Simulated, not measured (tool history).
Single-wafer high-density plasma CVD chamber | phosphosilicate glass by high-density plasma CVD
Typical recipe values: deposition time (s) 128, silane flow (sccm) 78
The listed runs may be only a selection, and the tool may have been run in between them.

run    hour  deposition time (s)  silane flow (sccm)  read-back reference wafer on the same gauge, thickness_nm  mean film thickness on the monitor wafer (Å)
  1     0.0                  115                  78                                                   1005.283                                       8585.16
  2    35.9                  115                  78                                                   1005.530                                       8590.72
  3    56.7                  115                  78                                                   1004.553                                       8569.97
  4    74.5                  128                  78                                                   1007.289                                       9544.77
  5   104.9                  128                  78                                                   1005.368                                       9545.97
  6   119.8                  128                  78                                                   1007.035                                       9518.84
  7   138.5                  128                  66                                                   1005.306                                       8255.95
  8   166.7                  128                  66                                                   1004.475                                       8278.80
  9   186.9                  128                  78                                                   1006.458                                       9523.36
 10   215.7                  128                  78                                                   1007.143                                       9572.97
 11   228.2                  128                  78                                                   1006.299                                       9616.69
 12   264.0                  128                  78                                                   1007.451                                       9569.38
 13   282.0                  128                  78                                                   1005.587                                       9609.31
 14   364.9                  128                  78                                                   1006.957                                       9590.65
 15   386.5                  128                  78                                                   1004.830                                       9634.30
 16   416.5                  128                  78                                                   1006.539                                       9596.30
 17   438.4                  128                  78                                                   1005.973                                       9668.74
 18   454.9                  128                  78                                                   1006.657                                       9646.92
      471.6  -- gauge calibrated
      511.4  -- silane flow controller replaced
 19   546.5                  128                  78                                                   1006.090                                       9106.09
 20   562.6                  128                  78                                                   1005.833                                       9186.04
 21   577.0                  151                  92                                                   1007.459                                      12532.92
 22   604.6                  128                  78                                                   1006.770                                       9155.35
 23   628.4                  128                  78                                                   1006.623                                       9099.29
 24   649.4                  107                  82                                                   1006.676                                       8010.75
 25   694.6                  138                  92                                                   1005.457                                      11509.65
 26   724.3                  107                  71                                                   1006.179                                       7047.36
 27   756.0                  128                  66                                                   1004.830                                       7925.81
 28   785.6                  118                  66                                                   1006.128                                       7376.51
 29   821.1                  128                  86                                                   1006.777                                      10129.88
 30   834.5                  128                  64                                                   1005.818                                       7824.25
 31   860.4                  150                  67                                                   1004.782                                       9508.56
 32   873.0                  120                  91                                                   1006.377                                       9903.16
 33   896.4                  128                  78                                                   1006.017                                       9279.51
 34   919.9                  107                  92                                                   1004.409                                       8927.98
 35   941.9                  113                  92                                                   1006.164                                       9482.33
 36   966.5                  128                  78                                                   1006.475                                       9256.32
 37   993.8                  135                  71                                                   1005.296                                       8980.46
 38  1018.9                  112                  69                                                   1006.020                                       7282.08
 39  1046.2                  141                  78                                                   1006.183                                      10194.15
 40  1078.8                  114                  65                                                   1005.573                                       7113.63

Forecast each of these 4 alternatives for the next run:
  A  1079.2                  143                  78                                                          ?                                             ?
  B  1079.2                  147                  68                                                          ?                                             ?
  C  1079.2                  128                  65                                                          ?                                             ?
  D  1079.2                  128                  89                                                          ?                                             ?

run  read-back reference wafer on the same gauge, thickness_nm  mean film thickness on the monitor wafer (Å)
  A                                                   1005.432                                      10428.44
  B                                                   1005.432                                       9506.54
  C                                                   1005.432                                       7960.79
  D                                                   1005.432                                      10496.96
The same runs, with their run-to-run variation unchanged, on a tool lacking any hidden condition would have given:
run  mean film thickness on the monitor wafer (Å)
  A                                      10230.91
  B                                       9326.48
  C                                       7810.00
  D                                      10298.14
